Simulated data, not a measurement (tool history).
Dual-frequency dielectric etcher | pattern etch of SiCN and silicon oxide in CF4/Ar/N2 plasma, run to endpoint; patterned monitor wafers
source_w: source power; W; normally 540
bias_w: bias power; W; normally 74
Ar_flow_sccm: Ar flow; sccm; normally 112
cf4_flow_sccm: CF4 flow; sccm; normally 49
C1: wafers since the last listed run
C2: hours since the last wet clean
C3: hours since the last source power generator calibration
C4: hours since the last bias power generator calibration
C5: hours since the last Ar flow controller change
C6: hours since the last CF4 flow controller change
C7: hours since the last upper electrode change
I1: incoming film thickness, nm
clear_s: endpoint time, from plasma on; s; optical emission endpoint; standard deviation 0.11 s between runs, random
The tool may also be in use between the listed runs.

Run 1, hour 0.0: usual settings; C1 0; C2 57.0; C3 2171.2; C4 3470.5; C5 1317.9; C6 3896.9; C7 1771.9; I1 16.35. Result: clear_s 19.1 s.
Run 2, hour 38.3: usual settings but source_w 490 W, bias_w 61 W; C1 572; C2 95.3; C3 2209.5; C4 3508.8; C5 1356.2; C6 3935.2; C7 1810.2; I1 16.33. Result: clear_s 22.9 s.
Run 3, hour 74.5: usual settings but source_w 490 W, bias_w 61 W; C1 540; C2 131.5; C3 2245.7; C4 3545.0; C5 1392.4; C6 3971.4; C7 1846.4; I1 16.44. Result: clear_s 22.7 s.
Run 4, hour 102.9: usual settings but source_w 490 W, bias_w 61 W; C1 424; C2 159.9; C3 2274.1; C4 3573.4; C5 1420.8; C6 3999.8; C7 1874.8; I1 16.33. Result: clear_s 23.0 s.
Run 5, hour 130.2: usual settings; C1 407; C2 187.2; C3 2301.4; C4 3600.7; C5 1448.1; C6 4027.1; C7 1902.1; I1 16.15. Result: clear_s 19.0 s.
Run 6, hour 168.2: usual settings; C1 567; C2 225.2; C3 2339.4; C4 3638.7; C5 1486.1; C6 4065.1; C7 1940.1; I1 16.38. Result: clear_s 19.5 s.
Run 7, hour 217.6: usual settings but source_w 640 W, Ar_flow_sccm 119 sccm; C1 737; C2 274.6; C3 2388.8; C4 3688.1; C5 1535.5; C6 4114.5; C7 1989.5; I1 16.26. Result: clear_s 16.5 s.
Run 8, hour 271.0: usual settings but source_w 640 W, Ar_flow_sccm 119 sccm; C1 797; C2 328.0; C3 2442.2; C4 3741.5; C5 1588.9; C6 4167.9; C7 2042.9; I1 16.49. Result: clear_s 16.8 s.
Run 9, hour 335.8: usual settings but bias_w 63 W, cf4_flow_sccm 44 sccm; C1 967; C2 392.8; C3 2507.0; C4 3806.3; C5 1653.7; C6 4232.7; C7 2107.7; I1 16.38. Result: clear_s 21.3 s.
Run 10, hour 367.7: usual settings but source_w 480 W, bias_w 60 W, Ar_flow_sccm 130 sccm, cf4_flow_sccm 37 sccm; C1 476; C2 424.7; C3 2538.9; C4 3838.2; C5 1685.6; C6 4264.6; C7 2139.6; I1 16.26. Result: clear_s 26.6 s.
At hour 414.5: Ar flow controller replaced.
Run 11, hour 436.2: usual settings but source_w 490 W, bias_w 61 W; C1 933; C2 493.2; C3 2607.4; C4 3906.7; C5 21.7; C6 4333.1; C7 2208.1; I1 16.06. Result: clear_s 23.7 s.
Run 12, hour 461.7: usual settings but bias_w 81 W; C1 380; C2 518.7; C3 2632.9; C4 3932.2; C5 47.2; C6 4358.6; C7 2233.6; I1 16.34. Result: clear_s 19.3 s.
Run 13, hour 490.1: usual settings but Ar_flow_sccm 86 sccm, cf4_flow_sccm 52 sccm; C1 424; C2 547.1; C3 2661.3; C4 3960.6; C5 75.6; C6 4387.0; C7 2262.0; I1 16.22. Result: clear_s 19.0 s.
At hour 523.4: source power generator calibrated.
At hour 534.9: wet clean of the chamber.
Run 14, hour 535.4: usual settings; C1 445; C2 0.5; C3 12.0; C4 4005.9; C5 120.9; C6 4432.3; C7 2307.3; I1 16.28. Result: clear_s 18.3 s.
Run 15, hour 566.9: usual settings but source_w 470 W, bias_w 89 W, Ar_flow_sccm 101 sccm, cf4_flow_sccm 39 sccm; C1 470; C2 32.0; C3 43.5; C4 4037.4; C5 152.4; C6 4463.8; C7 2338.8; I1 16.36. Result: clear_s 20.1 s.
Run 16, hour 616.0: usual settings but source_w 630 W, cf4_flow_sccm 40 sccm; C1 733; C2 81.1; C3 92.6; C4 4086.5; C5 201.5; C6 4512.9; C7 2387.9; I1 16.25. Result: clear_s 16.1 s.
At hour 676.4: upper electrode replaced.
Run 17, hour 676.9: usual settings; C1 551; C2 142.0; C3 153.5; C4 4147.4; C5 262.4; C6 4573.8; C7 0.5; I1 16.33. Result: clear_s 18.3 s.
Run 18, hour 689.5: usual settings but cf4_flow_sccm 44 sccm; C1 188; C2 154.6; C3 166.1; C4 4160.0; C5 275.0; C6 4586.4; C7 13.1; I1 16.33. Result: clear_s 18.8 s.
Run 19, hour 750.6: usual settings; C1 912; C2 215.7; C3 227.2; C4 4221.1; C5 336.1; C6 4647.5; C7 74.2; I1 16.30. Result: clear_s 18.4 s.
At hour 797.1: bias power generator calibrated.
Run 20, hour 802.2: usual settings; C1 711; C2 267.3; C3 278.8; C4 5.1; C5 387.7; C6 4699.1; C7 125.8; I1 16.27. Result: clear_s 18.8 s.
At hour 814.5: CF4 flow controller replaced.
Run 21, hour 860.9: usual settings but source_w 640 W, bias_w 58 W, cf4_flow_sccm 43 sccm; C1 787; C2 326.0; C3 337.5; C4 63.8; C5 446.4; C6 46.4; C7 184.5; I1 16.14. Result: clear_s 17.7 s.
Run 22, hour 911.6: usual settings; C1 757; C2 376.7; C3 388.2; C4 114.5; C5 497.1; C6 97.1; C7 235.2; I1 16.30. Result: clear_s 19.0 s.
At hour 995.3: wet clean of the chamber.
Run 23, hour 995.8: usual settings but source_w 640 W, Ar_flow_sccm 119 sccm; C1 899; C2 0.5; C3 472.4; C4 198.7; C5 581.3; C6 181.3; C7 319.4; I1 16.53. Result: clear_s 15.7 s.
Run 24, hour 1194.9: usual settings but bias_w 60 W, Ar_flow_sccm 134 sccm, cf4_flow_sccm 53 sccm; C1 2974; C2 199.6; C3 671.5; C4 397.8; C5 780.4; C6 380.4; C7 518.5; I1 16.16. Result: clear_s 20.1 s.
Run 25, hour 1235.4: usual settings but source_w 660 W; C1 604; C2 240.1; C3 712.0; C4 438.3; C5 820.9; C6 420.9; C7 559.0; I1 16.24. Result: clear_s 14.8 s.

Predict each of these 3 candidate next runs independently; none follows another, all start after run 25:
Run A, hour 1235.8: usual settings; C1 5; C2 240.5; C3 712.4; C4 438.7; C5 821.3; C6 421.3; C7 559.4; I1 16.15. Result: clear_s ?.
Run B, hour 1235.8: usual settings but bias_w 80 W, Ar_flow_sccm 93 sccm; C1 5; C2 240.5; C3 712.4; C4 438.7; C5 821.3; C6 421.3; C7 559.4; I1 16.15. Result: clear_s ?.
Run C, hour 1235.8: usual settings but bias_w 90 W, Ar_flow_sccm 97 sccm, cf4_flow_sccm 41 sccm; C1 5; C2 240.5; C3 712.4; C4 438.7; C5 821.3; C6 421.3; C7 559.4; I1 16.15. Result: clear_s ?.

run  clear_s
  A     18.4
  B     17.3
  C     17.1
Without the tool's unlogged condition, the same runs would have read:
run  clear_s
  A     18.0
  B     16.9
  C     16.7
